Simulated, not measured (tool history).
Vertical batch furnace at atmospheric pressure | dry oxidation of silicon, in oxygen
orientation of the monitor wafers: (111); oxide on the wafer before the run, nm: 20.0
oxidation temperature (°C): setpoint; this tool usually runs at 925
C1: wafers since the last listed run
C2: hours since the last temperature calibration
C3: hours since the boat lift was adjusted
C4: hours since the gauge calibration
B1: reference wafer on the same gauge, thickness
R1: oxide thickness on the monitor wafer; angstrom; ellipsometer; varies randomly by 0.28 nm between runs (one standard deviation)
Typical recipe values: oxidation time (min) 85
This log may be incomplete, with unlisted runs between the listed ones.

{"run": 1, "hour": 0.0, "oxidation temperature (°C)": 925, "oxidation time (min)": 85, "C1": 0, "C2": 2347.2, "C3": 1204.3, "C4": 51, "B1": 45.59, "R1": 535.2}
{"run": 2, "hour": 66.3, "oxidation temperature (°C)": 925, "oxidation time (min)": 85, "C1": 1176, "C2": 2413.5, "C3": 1270.6, "C4": 117.3, "B1": 45.62, "R1": 535.4}
{"hour": 151.8, "done": "boat lift adjusted"}
{"run": 3, "hour": 152.3, "oxidation temperature (°C)": 925, "oxidation time (min)": 85, "C1": 1100, "C2": 2499.5, "C3": 0.5, "C4": 203.3, "B1": 45.6, "R1": 532.3}
{"run": 4, "hour": 182.4, "oxidation temperature (°C)": 942, "oxidation time (min)": 107, "C1": 534, "C2": 2529.6, "C3": 30.6, "C4": 233.4, "B1": 45.58, "R1": 681.9}
{"run": 5, "hour": 228.3, "oxidation temperature (°C)": 925, "oxidation time (min)": 85, "C1": 814, "C2": 2575.5, "C3": 76.5, "C4": 279.3, "B1": 45.67, "R1": 535}
{"run": 6, "hour": 290.1, "oxidation temperature (°C)": 925, "oxidation time (min)": 85, "C1": 1097, "C2": 2637.3, "C3": 138.3, "C4": 341.1, "B1": 45.54, "R1": 536.6}
{"run": 7, "hour": 315.6, "oxidation temperature (°C)": 925, "oxidation time (min)": 85, "C1": 452, "C2": 2662.8, "C3": 163.8, "C4": 366.6, "B1": 45.71, "R1": 539.7}
{"run": 8, "hour": 374.2, "oxidation temperature (°C)": 925, "oxidation time (min)": 85, "C1": 1040, "C2": 2721.4, "C3": 222.4, "C4": 425.2, "B1": 45.76, "R1": 536.3}
{"run": 9, "hour": 433.8, "oxidation temperature (°C)": 925, "oxidation time (min)": 85, "C1": 1057, "C2": 2781, "C3": 282, "C4": 484.8, "B1": 45.64, "R1": 534.9}
{"run": 10, "hour": 501.4, "oxidation temperature (°C)": 906, "oxidation time (min)": 85, "C1": 1200, "C2": 2848.6, "C3": 349.6, "C4": 552.4, "B1": 45.61, "R1": 463.3}
{"run": 11, "hour": 534.0, "oxidation temperature (°C)": 936, "oxidation time (min)": 85, "C1": 578, "C2": 2881.2, "C3": 382.2, "C4": 585, "B1": 45.53, "R1": 572.4}
{"run": 12, "hour": 592.4, "oxidation temperature (°C)": 931, "oxidation time (min)": 85, "C1": 1036, "C2": 2939.6, "C3": 440.6, "C4": 643.4, "B1": 45.61, "R1": 559.2}
{"run": 13, "hour": 633.3, "oxidation temperature (°C)": 918, "oxidation time (min)": 62.5, "C1": 726, "C2": 2980.5, "C3": 481.5, "C4": 684.3, "B1": 45.66, "R1": 435.7}
{"run": 14, "hour": 659.0, "oxidation temperature (°C)": 930, "oxidation time (min)": 85, "C1": 456, "C2": 3006.2, "C3": 507.2, "C4": 710, "B1": 45.51, "R1": 554.4}
{"run": 15, "hour": 708.4, "oxidation temperature (°C)": 925, "oxidation time (min)": 85, "C1": 876, "C2": 3055.6, "C3": 556.6, "C4": 759.4, "B1": 45.57, "R1": 534.5}
{"run": 16, "hour": 751.8, "oxidation temperature (°C)": 925, "oxidation time (min)": 85, "C1": 770, "C2": 3099, "C3": 600, "C4": 802.8, "B1": 45.64, "R1": 539.9}
{"run": 17, "hour": 791.6, "oxidation temperature (°C)": 925, "oxidation time (min)": 85, "C1": 706, "C2": 3138.8, "C3": 639.8, "C4": 842.6, "B1": 45.6, "R1": 533.3}
{"run": 18, "hour": 819.6, "oxidation temperature (°C)": 918, "oxidation time (min)": 85, "C1": 497, "C2": 3166.8, "C3": 667.8, "C4": 870.6, "B1": 45.49, "R1": 507.5}
{"run": 19, "hour": 870.3, "oxidation temperature (°C)": 918, "oxidation time (min)": 85, "C1": 900, "C2": 3217.5, "C3": 718.5, "C4": 921.3, "B1": 45.61, "R1": 513.3}
{"run": 20, "hour": 1003.9, "oxidation temperature (°C)": 935, "oxidation time (min)": 85, "C1": 2371, "C2": 3351.1, "C3": 852.1, "C4": 1054.9, "B1": 45.62, "R1": 576.1}
{"run": 21, "hour": 1049.3, "oxidation temperature (°C)": 936, "oxidation time (min)": 114.5, "C1": 805, "C2": 3396.5, "C3": 897.5, "C4": 1100.3, "B1": 45.68, "R1": 685}
{"run": 22, "hour": 1115.4, "oxidation temperature (°C)": 936, "oxidation time (min)": 114.5, "C1": 1173, "C2": 3462.6, "C3": 963.6, "C4": 1166.4, "B1": 45.64, "R1": 686.6}
{"run": 23, "hour": 1187.4, "oxidation temperature (°C)": 948, "oxidation time (min)": 85, "C1": 1278, "C2": 3534.6, "C3": 1035.6, "C4": 1238.4, "B1": 45.64, "R1": 634.8}
{"run": 24, "hour": 1237.6, "oxidation temperature (°C)": 917, "oxidation time (min)": 59, "C1": 891, "C2": 3584.8, "C3": 1085.8, "C4": 1288.6, "B1": 45.46, "R1": 423.3}
{"run": 25, "hour": 1264.2, "oxidation temperature (°C)": 925, "oxidation time (min)": 85, "C1": 472, "C2": 3611.4, "C3": 1112.4, "C4": 1315.2, "B1": 45.6, "R1": 542.5}
{"run": 26, "hour": 1295.7, "oxidation temperature (°C)": 911, "oxidation time (min)": 49.5, "C1": 559, "C2": 3642.9, "C3": 1143.9, "C4": 1346.7, "B1": 45.63, "R1": 374.6}
{"hour": 1472.0, "done": "boat lift adjusted"}
{"run": 27, "hour": 1472.5, "oxidation temperature (°C)": 917, "oxidation time (min)": 115.5, "C1": 2712, "C2": 3819.7, "C3": 0.5, "C4": 1523.5, "B1": 45.67, "R1": 611.2}
{"hour": 1506.8, "done": "gauge calibrated"}
{"run": 28, "hour": 1518.8, "oxidation temperature (°C)": 941, "oxidation time (min)": 85, "C1": 821, "C2": 3866, "C3": 46.8, "C4": 12, "B1": 45.75, "R1": 597.8}
{"hour": 1545.5, "done": "thermocouples replaced and temperature profile calibrated"}
{"run": 29, "hour": 1559.7, "oxidation temperature (°C)": 918, "oxidation time (min)": 114, "C1": 300, "C2": 14.2, "C3": 87.7, "C4": 52.9, "B1": 45.68, "R1": 586.5}
{"run": 30, "hour": 1700.8, "oxidation temperature (°C)": 933, "oxidation time (min)": 44, "C1": 2504, "C2": 155.3, "C3": 228.8, "C4": 194, "B1": 45.6, "R1": 397.5}
{"run": 31, "hour": 1767.9, "oxidation temperature (°C)": 925, "oxidation time (min)": 85, "C1": 1191, "C2": 222.4, "C3": 295.9, "C4": 261.1, "B1": 45.63, "R1": 519.8}
{"run": 32, "hour": 1818.8, "oxidation temperature (°C)": 918, "oxidation time (min)": 68.5, "C1": 903, "C2": 273.3, "C3": 346.8, "C4": 312, "B1": 45.64, "R1": 444.1}
{"run": 33, "hour": 2013.1, "oxidation temperature (°C)": 925, "oxidation time (min)": 85, "C1": 3449, "C2": 467.6, "C3": 541.1, "C4": 506.3, "B1": 45.63, "R1": 522.6}
{"run": 34, "hour": 2048.8, "oxidation temperature (°C)": 937, "oxidation time (min)": 70.5, "C1": 633, "C2": 503.3, "C3": 576.8, "C4": 542, "B1": 45.58, "R1": 515.7}
{"run": 35, "hour": 2098.0, "oxidation temperature (°C)": 949, "oxidation time (min)": 102, "C1": 873, "C2": 552.5, "C3": 626, "C4": 591.2, "B1": 45.74, "R1": 686.4}
{"run": 36, "hour": 2141.0, "oxidation temperature (°C)": 925, "oxidation time (min)": 85, "C1": 763, "C2": 595.5, "C3": 669, "C4": 634.2, "B1": 45.59, "R1": 522.9}
{"run": 37, "hour": 2211.3, "oxidation temperature (°C)": 914, "oxidation time (min)": 43, "C1": 1247, "C2": 665.8, "C3": 739.3, "C4": 704.5, "B1": 45.68, "R1": 354.5}
{"run": 38, "hour": 2251.3, "oxidation temperature (°C)": 925, "oxidation time (min)": 85, "C1": 710, "C2": 705.8, "C3": 779.3, "C4": 744.5, "B1": 45.59, "R1": 524}

Hidden state or all else? Some run-to-run changes of R1, split into what the settings, what came in and random variation would give without the hidden state, and what is left for the hidden state (with any gauge scatter that isn't in both results):
The hidden state here: true tube temperature minus thermocouple reading, K; monitor wafer colder than the profiled boat position, K; gauge reads high (%).
Run 23 -> 24: oxidation temperature (°C) 948 -> 917, oxidation time (min) 85 -> 59. R1 -211.5 angstrom: hidden state -6.4, all else -205.1.
Run 25 -> 26: oxidation temperature (°C) 925 -> 911, oxidation time (min) 85 -> 49.5. R1 -167.9 angstrom: hidden state -6.9, all else -161.
Run 26 -> 27: oxidation temperature (°C) 911 -> 917, oxidation time (min) 49.5 -> 115.5, boat lift adjusted. R1 +236.6 angstrom: hidden state +12.6, all else +224.
Run 28 -> 29: oxidation temperature (°C) 941 -> 918, oxidation time (min) 85 -> 114, thermocouples replaced and temperature profile calibrated. R1 -11.3 angstrom: hidden state -18.6, all else +7.3.
Run 29 -> 30: oxidation temperature (°C) 918 -> 933, oxidation time (min) 114 -> 44. R1 -189 angstrom: hidden state -0.1, all else -188.9.
